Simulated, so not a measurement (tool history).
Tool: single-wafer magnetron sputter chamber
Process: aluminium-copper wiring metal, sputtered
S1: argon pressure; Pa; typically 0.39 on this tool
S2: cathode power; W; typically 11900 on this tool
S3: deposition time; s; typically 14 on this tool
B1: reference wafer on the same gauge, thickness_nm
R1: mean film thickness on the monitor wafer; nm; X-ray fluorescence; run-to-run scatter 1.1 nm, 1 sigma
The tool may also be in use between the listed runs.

| run | hour | S1 | S2 | S3 | B1 | R1 |
|---|---|---|---|---|---|---|
| 1 | 0 | 0.39 | 12750 | 14 | 206.651 | 266.475 |
| 2 | 65.7 | 0.39 | 12750 | 14 | 207.145 | 266.177 |
| 3 | 169.7 | 0.39 | 12750 | 14 | 206.91 | 265.592 |
|  | 183.9 | sputter target and shields replaced |
| 4 | 208.6 | 0.39 | 11900 | 14 | 206.629 | 250.919 |
| 5 | 263.2 | 0.39 | 11900 | 14 | 207.106 | 249.288 |
| 6 | 366.9 | 0.39 | 11900 | 14 | 207.339 | 249.589 |
| 7 | 437.2 | 0.39 | 11900 | 14 | 207.085 | 251.264 |
|  | 516.9 | magnet pack replaced |
| 8 | 527.7 | 0.39 | 11900 | 14 | 207.077 | 249.553 |
| 9 | 582.4 | 0.39 | 11900 | 14 | 207.392 | 248.1 |
|  | 586.2 | gauge calibrated |
| 10 | 673.7 | 0.39 | 10750 | 14 | 206.802 | 226.707 |
| 11 | 735.8 | 0.459 | 11900 | 11.3 | 207.095 | 194.641 |
|  | 754.5 | sputter target and shields replaced |
| 12 | 790.5 | 0.39 | 11900 | 14 | 207.115 | 249.359 |
| 13 | 847.5 | 0.39 | 12850 | 11.8 | 207.45 | 228.091 |
| 14 | 949.3 | 0.304 | 14800 | 12.6 | 207.047 | 290.409 |
| 15 | 1032.7 | 0.294 | 14800 | 16.5 | 207.02 | 379.048 |
|  | 1110.5 | capacitance manometer re-zeroed and calibrated |
| 16 | 1115.4 | 0.259 | 11900 | 14.9 | 206.872 | 280.465 |
| 17 | 1199.3 | 0.39 | 11900 | 14 | 207.131 | 248.817 |
| 18 | 1301.3 | 0.496 | 13250 | 12.3 | 206.903 | 234.996 |
|  | 1322.8 | sputter target and shields replaced |
| 19 | 1346.4 | 0.39 | 11900 | 14 | 207.297 | 250.312 |
| 20 | 1417.5 | 0.453 | 11900 | 16.2 | 207.25 | 280.28 |
| 21 | 1465.3 | 0.39 | 9800 | 11.9 | 207.284 | 174.154 |

List, for all runs, the conditions of the tool that the log does not record:
deposition rate above that of a new target (%): 0 in every run
true argon pressure above the setpoint (%): 0 in every run
gauge reads high (%): 0 in every run
